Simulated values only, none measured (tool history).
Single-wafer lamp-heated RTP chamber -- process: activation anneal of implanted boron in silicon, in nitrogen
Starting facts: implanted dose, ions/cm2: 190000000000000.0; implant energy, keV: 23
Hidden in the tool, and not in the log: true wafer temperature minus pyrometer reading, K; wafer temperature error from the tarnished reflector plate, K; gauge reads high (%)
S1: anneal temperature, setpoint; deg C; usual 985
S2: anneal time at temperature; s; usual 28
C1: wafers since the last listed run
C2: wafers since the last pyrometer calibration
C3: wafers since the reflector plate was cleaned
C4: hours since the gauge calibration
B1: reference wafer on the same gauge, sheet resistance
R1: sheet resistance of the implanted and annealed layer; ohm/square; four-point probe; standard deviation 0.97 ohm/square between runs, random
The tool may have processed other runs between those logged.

run	hour	S1	S2	C1	C2	C3	C4	B1	R1
1	0	985	28	0	4692	5693	970.8	415.98	465.77
2	88.4	985	21	1923	6616	7616	1059.2	415.84	466.11
3	167.1	985	21	1712	8329	9329	1137.9	415.89	464.05
# hour 217.4: pyrometer window cleaned and pyrometer calibrated
# hour 232.1: reflector plate cleaned
4	271.5	979	39	1923	1002	857	1242.3	415.62	470.57
5	334.7	985	28	1375	2377	2232	1305.5	416	468.02
6	421.2	985	28	1882	4260	4115	1392	415.87	467.88
7	492	985	28	1540	5801	5655	1462.8	415.84	465.81
8	581	1001	28	1936	7738	7592	1551.8	416.06	461.79
9	665.5	1001	28	1839	9577	9431	1636.3	415.89	460.51
# hour 677.8: pyrometer window cleaned and pyrometer calibrated
# hour 683.9: reflector plate cleaned
10	724.5	973	20	976	882	882	1695.3	416.34	479.16
11	784.8	973	20	1312	2194	2194	1755.6	416.01	480.53
12	834.8	973	20	1088	3283	3283	1805.6	415.85	478.99
13	911.6	985	28	1671	4954	4954	1882.4	416.23	466.7
14	994	985	28	1793	6747	6747	1964.8	416.24	466.55
15	1045.4	976	34	1118	7866	7866	2016.2	416.24	468.51
# hour 1092.4: pyrometer window cleaned and pyrometer calibrated
16	1105	1012	14	1123	275	8989	2075.8	416.1	462.03
# hour 1134.4: reflector plate cleaned
17	1192.8	996	18	1736	2011	1270	2163.6	415.71	465.63
18	1244.7	1009	20	1129	3141	2400	2215.5	415.7	460.67
19	1298.8	985	28	1177	4318	3577	2269.6	415.62	466.73
# hour 1314.4: gauge calibrated
20	1402.1	985	28	2248	6567	5825	87.7	416.1	465.47
21	1499.8	985	28	2126	8693	7952	185.4	415.9	463.53
# hour 1558.6: pyrometer window cleaned and pyrometer calibrated
# hour 1574.1: reflector plate cleaned
22	1576.9	959	36	1329	223	61	262.5	416	490
23	1637.4	1005	28	1316	1540	1378	323	415.98	460.33
24	1675.2	985	28	822	2362	2201	360.8	416.01	466.6
25	1715.5	985	28	877	3239	3078	401.1	415.93	465.98
26	1792.8	964	28	1682	4922	4760	478.4	415.54	485.18
27	1878.1	970	14	1856	6778	6616	563.7	416.15	480.37
28	1974.2	985	43	2091	8870	8708	659.8	416.07	461.48
# hour 1984.4: pyrometer window cleaned and pyrometer calibrated
29	2036.6	958	23	1183	1135	9892	722.2	415.89	484.09

Each row is a separate what-if for the run after 29, all from the same tool condition, not one after another. Results?
A	2037	985	28	8	1143	9901	722.6	?	?
B	2037	1005	39	8	1143	9901	722.6	?	?
C	2037	994	41	8	1143	9901	722.6	?	?
D	2037	967	42	8	1143	9901	722.6	?	?
E	2037	985	13	8	1143	9901	722.6	?	?

run	B1	R1
A	416.17	462.35
B	416.17	457.7
C	416.17	458.88
D	416.17	469.12
E	416.17	465.53
Stripped of hidden state, with their random variation kept, the same runs would have yielded:
run	R1
A	466.33
B	458.76
C	460.95
D	477.86
E	471.06
